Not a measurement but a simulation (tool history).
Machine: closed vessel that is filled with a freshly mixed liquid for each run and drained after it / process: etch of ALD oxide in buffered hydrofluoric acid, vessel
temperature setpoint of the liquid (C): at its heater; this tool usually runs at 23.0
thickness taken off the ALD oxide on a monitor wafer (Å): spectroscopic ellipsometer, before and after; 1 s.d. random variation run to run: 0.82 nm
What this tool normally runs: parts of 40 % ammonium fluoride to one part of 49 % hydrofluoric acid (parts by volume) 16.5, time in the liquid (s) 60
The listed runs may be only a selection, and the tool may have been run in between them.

run   hour  temperature setpoint of the liquid (C)  parts of 40 % ammonium fluoride to one part of 49 % hydrofluoric acid (parts by volume)  time in the liquid (s)  wafers since the last listed run  hours since the thermometer was replaced  hours since the hydrofluoric acid flow meter was replaced  hours since the gauge calibration  read-back film thickness of the ALD oxide reference wafer, read on the same gauge (nm)  thickness taken off the ALD oxide on a monitor wafer (Å)
  1    0.0                                    23.0                                                                                     16.5                      75                                 0                                    1083.1                                                     1831.3                              519.1                                                                                  119.96                                                    1381.7
  2   30.2                                    23.0                                                                                     16.5                      75                              3639                                    1113.3                                                     1861.5                              549.3                                                                                  119.98                                                    1381.2
  3   58.0                                    23.0                                                                                     16.5                      60                              3349                                    1141.1                                                     1889.3                              577.1                                                                                  119.99                                                    1108.8
  4   82.4                                    23.0                                                                                     16.5                      60                              2940                                    1165.5                                                     1913.7                              601.5                                                                                  120.00                                                    1116.0
  5   95.9                                    23.0                                                                                     16.5                      60                              1626                                    1179.0                                                     1927.2                              615.0                                                                                  119.98                                                    1121.2
  6  121.6                                    24.0                                                                                     16.5                      60                              3096                                    1204.7                                                     1952.9                              640.7                                                                                  120.00                                                    1182.2
  7  154.9                                    24.0                                                                                     16.5                      60                              4012                                    1238.0                                                     1986.2                              674.0                                                                                  119.97                                                    1184.6
  8  175.8                                    23.0                                                                                     16.5                      60                              2518                                    1258.9                                                     2007.1                              694.9                                                                                  119.97                                                    1137.1
  9  210.7                                    23.0                                                                                     16.5                      60                              4205                                    1293.8                                                     2042.0                              729.8                                                                                  120.00                                                    1134.4
 10  232.3                                    23.0                                                                                     16.5                      60                              2602                                    1315.4                                                     2063.6                              751.4                                                                                  120.01                                                    1141.5
     254.5  -- gauge calibrated
 11  260.9                                    23.0                                                                                     13.0                      45                              3446                                    1344.0                                                     2092.2                                6.4                                                                                  120.03                                                    1089.6
 12  273.7                                    23.0                                                                                     16.5                      80                              1542                                    1356.8                                                     2105.0                               19.2                                                                                  120.00                                                    1509.7
 13  308.5                                    23.0                                                                                     16.5                      60                              4193                                    1391.6                                                     2139.8                               54.0                                                                                  120.04                                                    1145.1
 14  329.8                                    23.0                                                                                     16.5                      60                              2566                                    1412.9                                                     2161.1                               75.3                                                                                  120.03                                                    1150.8
 15  350.8                                    23.0                                                                                     16.5                      60                              2530                                    1433.9                                                     2182.1                               96.3                                                                                  120.00                                                    1167.0
 16  377.6                                    21.0                                                                                     16.5                      95                              3229                                    1460.7                                                     2208.9                              123.1                                                                                  119.97                                                    1641.4
 17  412.0                                    18.5                                                                                     20.5                      90                              4145                                    1495.1                                                     2243.3                              157.5                                                                                  120.02                                                    1096.8
 18  437.8                                    25.0                                                                                     19.5                      60                              3108                                    1520.9                                                     2269.1                              183.3                                                                                  119.94                                                    1100.6
 19  463.1                                    19.5                                                                                     21.5                      75                              3048                                    1546.2                                                     2294.4                              208.6                                                                                  120.02                                                     936.7
 20  550.7                                    27.5                                                                                     16.5                      45                             10555                                    1633.8                                                     2382.0                              296.2                                                                                  120.02                                                    1123.3
     570.8  -- hydrofluoric acid flow meter replaced
 21  575.8                                    23.0                                                                                     16.5                      60                              2903                                    1658.9                                                        5.0                              321.3                                                                                  120.04                                                    1060.5
 22  600.5                                    20.5                                                                                     21.0                      60                              2976                                    1683.6                                                       29.7                              346.0                                                                                  120.02                                                     753.0
 23  629.6                                    20.5                                                                                     16.5                      75                              3506                                    1712.7                                                       58.8                              375.1                                                                                  120.01                                                    1182.6
 24  646.8                                    23.0                                                                                     18.5                      45                              2072                                    1729.9                                                       76.0                              392.3                                                                                  119.99                                                     734.1
     655.4  -- thermometer replaced
 25  667.4                                    21.0                                                                                     16.5                      75                              2361                                      12.0                                                       96.6                              412.9                                                                                  120.03                                                    1050.4
 26  700.3                                    23.0                                                                                     16.5                      60                              3964                                      44.9                                                      129.5                              445.8                                                                                  120.00                                                     953.6
 27  727.7                                    19.5                                                                                     13.0                      60                              3301                                      72.3                                                      156.9                              473.2                                                                                  120.01                                                     990.1
 28  747.1                                    23.0                                                                                     16.5                      60                              2337                                      91.7                                                      176.3                              492.6                                                                                  119.99                                                     943.4
 29  773.5                                    23.0                                                                                     16.5                      60                              3181                                     118.1                                                      202.7                              519.0                                                                                  119.95                                                     958.7
 30  806.1                                    23.0                                                                                     16.5                      60                              3928                                     150.7                                                      235.3                              551.6                                                                                  120.00                                                     984.8
 31  834.5                                    24.5                                                                                     12.0                      80                              3422                                     179.1                                                      263.7                              580.0                                                                                  119.98                                                    1923.4
 32  864.0                                    20.0                                                                                     16.5                      60                              3554                                     208.6                                                      293.2                              609.5                                                                                  120.02                                                     820.6
 33  886.5                                    21.5                                                                                     12.5                      60                              2711                                     231.1                                                      315.7                              632.0                                                                                  120.03                                                    1187.3
 34  900.3                                    23.0                                                                                     22.0                      60                              1662                                     244.9                                                      329.5                              645.8                                                                                  120.02                                                     748.0

Some steps in thickness taken off the ALD oxide on a monitor wafer (Å), run to run, broken into two amounts with sign: the step expected even without the hidden condition (settings, incoming material, random variation), and the rest, left for the hidden condition together with whatever gauge scatter is not in both the measured and the hidden-condition-free result:
Hidden state present: liquid hotter than its thermometer reads (K); hydrofluoric acid flow above the setpoint (%); gauge reads high (%).
Run 15 -> 16: temperature setpoint of the liquid (C) 23.0 -> 21.0, time in the liquid (s) 60 -> 95. thickness taken off the ALD oxide on a monitor wafer (Å) +474.4: hidden state +109.7, all else +364.7.
Run 16 -> 17: temperature setpoint of the liquid (C) 21.0 -> 18.5, parts of 40 % ammonium fluoride to one part of 49 % hydrofluoric acid (parts by volume) 16.5 -> 20.5, time in the liquid (s) 95 -> 90. thickness taken off the ALD oxide on a monitor wafer (Å) -544.6: hidden state -120.6, all else -424.0.
Run 20 -> 21: temperature setpoint of the liquid (C) 27.5 -> 23.0, time in the liquid (s) 45 -> 60, hydrofluoric acid flow meter replaced. thickness taken off the ALD oxide on a monitor wafer (Å) -62.8: hidden state -97.6, all else +34.8.
Run 30 -> 31: temperature setpoint of the liquid (C) 23.0 -> 24.5, parts of 40 % ammonium fluoride to one part of 49 % hydrofluoric acid (parts by volume) 16.5 -> 12.0, time in the liquid (s) 60 -> 80. thickness taken off the ALD oxide on a monitor wafer (Å) +938.6: hidden state +61.1, all else +877.5.
Run 31 -> 32: temperature setpoint of the liquid (C) 24.5 -> 20.0, parts of 40 % ammonium fluoride to one part of 49 % hydrofluoric acid (parts by volume) 12.0 -> 16.5, time in the liquid (s) 80 -> 60. thickness taken off the ALD oxide on a monitor wafer (Å) -1102.8: hidden state -64.2, all else -1038.6.
